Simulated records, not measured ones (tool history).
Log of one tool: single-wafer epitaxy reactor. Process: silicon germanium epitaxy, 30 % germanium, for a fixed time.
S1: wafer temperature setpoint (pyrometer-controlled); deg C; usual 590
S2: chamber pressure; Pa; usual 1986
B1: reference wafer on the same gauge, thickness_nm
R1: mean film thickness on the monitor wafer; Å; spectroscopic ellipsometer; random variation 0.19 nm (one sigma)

run,hour,S1,S2,B1,R1
1,0.0,590,2266,36.326,477.55
2,85.9,590,1653,36.324,425.40
3,188.5,581,1680,36.322,358.07
4,282.6,581,1680,36.287,360.65
5,386.4,581,1680,36.318,360.65
6,492.5,590,1986,36.314,461.87
7,528.7,590,1986,36.257,461.04
# hour 601.2: gauge calibrated
8,618.6,590,1986,36.291,463.83
9,702.5,590,1986,36.286,461.97
10,765.9,590,1986,36.287,464.26
# hour 833.2: showerhead replaced, of another model than before
# hour 838.8: capacitance manometer re-zeroed and calibrated
11,839.3,590,2213,36.326,478.37
12,895.4,597,1986,36.310,531.90
13,978.9,599,1986,36.314,563.21
14,1031.7,600,1547,36.299,548.25
15,1114.8,590,1986,36.301,468.95
# hour 1184.6: pyrometer calibrated
16,1202.4,590,2440,36.333,453.58
17,1248.8,590,1986,36.299,435.92
18,1347.2,590,1547,36.300,413.29
19,1428.9,585,1986,36.321,393.75
20,1500.7,590,1986,36.310,438.84
21,1600.5,583,2426,36.300,400.89
22,1659.0,590,2173,36.291,447.04
23,1758.1,590,1986,36.348,440.85

The tool's hidden state at each run:
true pressure above the setpoint (%): 0 in every run
gauge reads high (%): 0 in every run
H1: wafer temperature above the value expected at the setpoint (K)
run,H1
1,2.29
2,2.44
3,2.61
4,2.77
5,2.95
6,3.13
7,3.19
8,3.34
9,3.48
10,3.59
11,3.72
12,3.81
13,3.95
14,4.04
15,4.19
16,0.162
17,0.24
18,0.408
19,0.546
20,0.668
21,0.838
22,0.937
23,1.11

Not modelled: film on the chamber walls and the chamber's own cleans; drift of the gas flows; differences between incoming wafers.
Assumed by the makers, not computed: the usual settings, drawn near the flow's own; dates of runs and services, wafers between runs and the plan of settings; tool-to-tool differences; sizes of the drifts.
